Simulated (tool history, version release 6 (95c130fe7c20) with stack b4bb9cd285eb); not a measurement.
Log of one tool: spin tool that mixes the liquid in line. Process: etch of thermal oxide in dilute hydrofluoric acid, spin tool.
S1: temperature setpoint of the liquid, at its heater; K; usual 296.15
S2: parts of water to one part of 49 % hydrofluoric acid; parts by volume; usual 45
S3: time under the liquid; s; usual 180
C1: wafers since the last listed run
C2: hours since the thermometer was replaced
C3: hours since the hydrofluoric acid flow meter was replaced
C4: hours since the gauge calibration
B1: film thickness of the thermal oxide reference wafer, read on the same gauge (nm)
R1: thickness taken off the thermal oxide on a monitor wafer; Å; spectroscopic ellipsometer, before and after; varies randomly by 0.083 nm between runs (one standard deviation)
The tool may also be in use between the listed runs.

{"run": 1, "hour": 0.0, "S1": 296.15, "S2": 45, "S3": 180, "C1": 0, "C2": 1120.9, "C3": 659.1, "C4": 40.9, "B1": 60.01, "R1": 188.1}
{"run": 2, "hour": 11.2, "S1": 296.15, "S2": 45, "S3": 180, "C1": 90, "C2": 1132.1, "C3": 670.3, "C4": 52.1, "B1": 60.03, "R1": 187.2}
{"run": 3, "hour": 18.3, "S1": 296.15, "S2": 45, "S3": 180, "C1": 57, "C2": 1139.2, "C3": 677.4, "C4": 59.2, "B1": 60.05, "R1": 188.3}
{"run": 4, "hour": 27.2, "S1": 298.15, "S2": 55, "S3": 180, "C1": 71, "C2": 1148.1, "C3": 686.3, "C4": 68.1, "B1": 60.0, "R1": 166.0}
{"run": 5, "hour": 38.9, "S1": 298.15, "S2": 55, "S3": 180, "C1": 94, "C2": 1159.8, "C3": 698.0, "C4": 79.8, "B1": 60.01, "R1": 166.1}
{"run": 6, "hour": 52.1, "S1": 298.15, "S2": 55, "S3": 180, "C1": 106, "C2": 1173.0, "C3": 711.2, "C4": 93.0, "B1": 60.06, "R1": 165.0}
{"run": 7, "hour": 69.0, "S1": 295.15, "S2": 45, "S3": 180, "C1": 135, "C2": 1189.9, "C3": 728.1, "C4": 109.9, "B1": 60.01, "R1": 179.8}
{"run": 8, "hour": 83.9, "S1": 295.15, "S2": 45, "S3": 180, "C1": 119, "C2": 1204.8, "C3": 743.0, "C4": 124.8, "B1": 60.02, "R1": 179.5}
{"run": 9, "hour": 91.1, "S1": 295.15, "S2": 45, "S3": 180, "C1": 57, "C2": 1212.0, "C3": 750.2, "C4": 132.0, "B1": 60.03, "R1": 180.6}
{"run": 10, "hour": 99.2, "S1": 296.15, "S2": 45, "S3": 180, "C1": 65, "C2": 1220.1, "C3": 758.3, "C4": 140.1, "B1": 60.04, "R1": 187.8}

For run 11, what comes out?
{"run": 11, "hour": 109.6, "S1": 296.15, "S2": 45, "S3": 100, "C1": 83, "C2": 1230.5, "C3": 768.7, "C4": 150.5, "B1": "?", "R1": "?"}

B1: 59.99
R1: 104.1 Å
Without the tool's hidden state the same run would have given R1 114.5 Å.
